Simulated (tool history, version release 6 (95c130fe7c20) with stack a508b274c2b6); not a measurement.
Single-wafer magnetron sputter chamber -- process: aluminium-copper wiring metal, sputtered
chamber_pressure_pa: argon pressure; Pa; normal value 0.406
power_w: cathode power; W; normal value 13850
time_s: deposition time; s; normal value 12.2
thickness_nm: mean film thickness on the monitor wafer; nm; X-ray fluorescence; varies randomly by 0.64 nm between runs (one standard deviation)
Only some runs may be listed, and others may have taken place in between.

run	hour	chamber_pressure_pa	power_w	time_s	wafers since the last listed run	wafers on the sputter target	hours since the last manometer calibration	hours since the magnet pack was replaced	hours since the gauge calibration	read-back reference wafer on the same gauge, thickness_nm	thickness_nm
1	0.0	0.341	13850	12.2	0	3157	1605.7	9670.3	761.2	259.754	305.397
2	40.6	0.341	13850	12.2	1706	4863	1646.3	9710.9	801.8	259.863	305.546
3	123.8	0.406	13850	12.2	3496	8359	1729.5	9794.1	885.0	259.454	293.978
4	180.4	0.406	13850	12.2	2378	10737	1786.1	9850.7	941.6	259.513	293.329
# hour 220.7: sputter target and shields replaced
5	244.4	0.523	13850	12.2	2353	997	1850.1	9914.7	1005.6	259.011	275.599
6	298.9	0.406	13850	12.2	2290	3288	1904.6	9969.2	1060.1	259.138	293.850
7	365.1	0.406	13850	12.2	2781	6069	1970.8	10035.4	1126.3	259.255	294.177
8	451.6	0.406	13850	12.2	3634	9704	2057.3	10121.9	1212.8	259.104	293.305
# hour 484.0: sputter target and shields replaced
# hour 495.7: capacitance manometer re-zeroed and calibrated
9	540.4	0.316	13850	12.2	3059	2031	44.7	10210.7	1301.6	258.946	309.826
# hour 572.0: gauge calibrated
10	614.1	0.406	13850	12.2	3096	5128	118.4	10284.4	42.1	263.735	299.354
11	683.2	0.406	13850	12.2	2903	8032	187.5	10353.5	111.2	263.179	297.999
# hour 712.7: magnet pack replaced
# hour 761.1: sputter target and shields replaced
12	762.5	0.406	13850	12.2	2659	57	266.8	49.8	190.5	262.349	298.298
13	822.3	0.472	16500	12.2	2512	2570	326.6	109.6	250.3	261.697	341.339
14	877.9	0.406	13850	12.2	2336	4906	382.2	165.2	305.9	261.323	295.533
15	965.5	0.406	13850	12.2	3681	8587	469.8	252.8	393.5	260.623	295.514
# hour 1058.2: sputter target and shields replaced
16	1064.1	0.255	16100	13.9	3807	247	568.4	351.4	492.1	260.232	424.862
17	1160.1	0.282	13850	13.2	4034	4281	664.4	447.4	588.1	259.871	342.498

Estimate the outcome of run 18 from the log above:
18	1199.8	0.282	13850	13.2	1668	5949	704.1	487.1	627.8	?	?

{"run 18": {"read-back reference wafer on the same gauge, thickness_nm": 259.784, "thickness_nm": 342.104}}
Take away the tool's hidden state, keep the run-to-run variation as it was, and the same run would have given thickness_nm 347.766 nm.

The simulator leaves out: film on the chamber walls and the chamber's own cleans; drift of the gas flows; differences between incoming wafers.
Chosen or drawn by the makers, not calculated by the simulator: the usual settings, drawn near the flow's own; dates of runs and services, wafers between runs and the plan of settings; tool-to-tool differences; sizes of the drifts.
